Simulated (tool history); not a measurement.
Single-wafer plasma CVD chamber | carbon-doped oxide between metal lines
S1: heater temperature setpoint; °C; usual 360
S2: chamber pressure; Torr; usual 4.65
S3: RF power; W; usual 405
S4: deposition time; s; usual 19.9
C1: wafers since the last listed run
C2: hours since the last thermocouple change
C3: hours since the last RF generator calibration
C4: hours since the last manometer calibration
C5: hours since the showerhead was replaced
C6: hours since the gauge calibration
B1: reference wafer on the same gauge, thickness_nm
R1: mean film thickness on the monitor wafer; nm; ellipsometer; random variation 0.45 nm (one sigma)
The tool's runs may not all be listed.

run	day	S1	S2	S3	S4	C1	C2	C3	C4	C5	C6	B1	R1
1	0	360	4.65	405	19.9	0	2590.2	1380.2	1595.5	4027.4	280.8	90.037	81.54
2	0.617	360	4.65	405	17.9	337	2605	1395	1610.3	4042.2	295.6	90.258	74.791
3	1.438	360	4.65	405	17.9	448	2624.7	1414.7	1630	4061.9	315.3	90.186	74.223
4	2.867	360	4.65	405	17.9	781	2659	1449	1664.3	4096.2	349.6	90.228	73.88
5	3.5	360	4.65	345	19.9	346	2674.2	1464.2	1679.5	4111.4	364.8	90.24	69.287
6	4.583	360	4.65	405	19.9	592	2700.2	1490.2	1705.5	4137.4	390.8	90.241	81.2
7	5.358	360	4.65	405	19.9	423	2718.8	1508.8	1724.1	4156	409.4	90.226	81.527
8	6.554	360	4.65	405	19.9	653	2747.5	1537.5	1752.8	4184.7	438.1	90.087	80.547
9	8.038	360	5.15	405	19.9	811	2783.1	1573.1	1788.4	4220.3	473.7	90.242	83.626
# day 8.625: showerhead replaced
10	9.075	360	4.65	405	18.9	385	2808	1598	1813.3	10.8	498.6	90.179	76.89
# day 9.725: thermocouple changed; heater temperature recalibrated
11	10.529	360	4.65	405	18.9	612	19.3	1632.9	1848.2	45.7	533.5	90.278	77.516
12	11.671	360	4.65	405	18.9	624	46.7	1660.3	1875.6	73.1	560.9	90.22	75.641
13	12.296	368	4.65	405	19.9	341	61.7	1675.3	1890.6	88.1	575.9	90.058	78.279
14	13.354	360	5.56	405	16.6	578	87.1	1700.7	1916	113.5	601.3	90.286	69.056
15	14.275	360	4.65	405	19.9	503	109.2	1722.8	1938.1	135.6	623.4	90.13	79.705
# day 14.762: capacitance manometer re-zeroed and calibrated
16	15.371	360	5.11	405	19.9	417	135.5	1749.1	14.6	161.9	649.7	90.21	82.435
17	16.862	360	4.65	380	19.9	815	171.3	1784.9	50.4	197.7	685.5	90.129	74.512
# day 17.292: RF generator calibrated
# day 19.238: gauge calibrated
18	20.379	355	4.65	435	19.9	1740	255.7	74.1	134.8	282.1	27.4	90.145	93.575
19	21.812	360	4.65	340	22.1	783	290.1	108.5	169.2	316.5	61.8	90.221	80.665
20	23.067	368	5.76	430	17.6	685	320.2	138.6	199.3	346.6	91.9	90.266	83.066
21	23.888	360	4.65	330	21	448	339.9	158.3	219	366.3	111.6	90.147	75.108
22	24.862	360	4.65	405	19.9	533	363.3	181.7	242.4	389.7	135	90.231	86.599
23	25.5	360	4.65	405	19.9	348	378.6	197	257.7	405	150.3	90.247	87.949
24	26.617	371	4.65	405	19.9	610	405.4	223.8	284.5	431.8	177.1	90.198	84.781

Forecast each of these 4 alternatives for the next run:
A	26.633	360	4.65	405	19.9	9	405.8	224.2	284.9	432.2	177.5	?	?
B	26.633	369	5.32	405	17.9	9	405.8	224.2	284.9	432.2	177.5	?	?
C	26.633	372	5.6	405	19.9	9	405.8	224.2	284.9	432.2	177.5	?	?
D	26.633	360	3.89	370	17.2	9	405.8	224.2	284.9	432.2	177.5	?	?

run	B1	R1
A	90.293	86.556
B	90.293	78.38
C	90.293	87.05
D	90.293	66.304
Without the tool's hidden state the same runs would have given:
run	R1
A	86.932
B	78.721
C	87.428
D	66.604

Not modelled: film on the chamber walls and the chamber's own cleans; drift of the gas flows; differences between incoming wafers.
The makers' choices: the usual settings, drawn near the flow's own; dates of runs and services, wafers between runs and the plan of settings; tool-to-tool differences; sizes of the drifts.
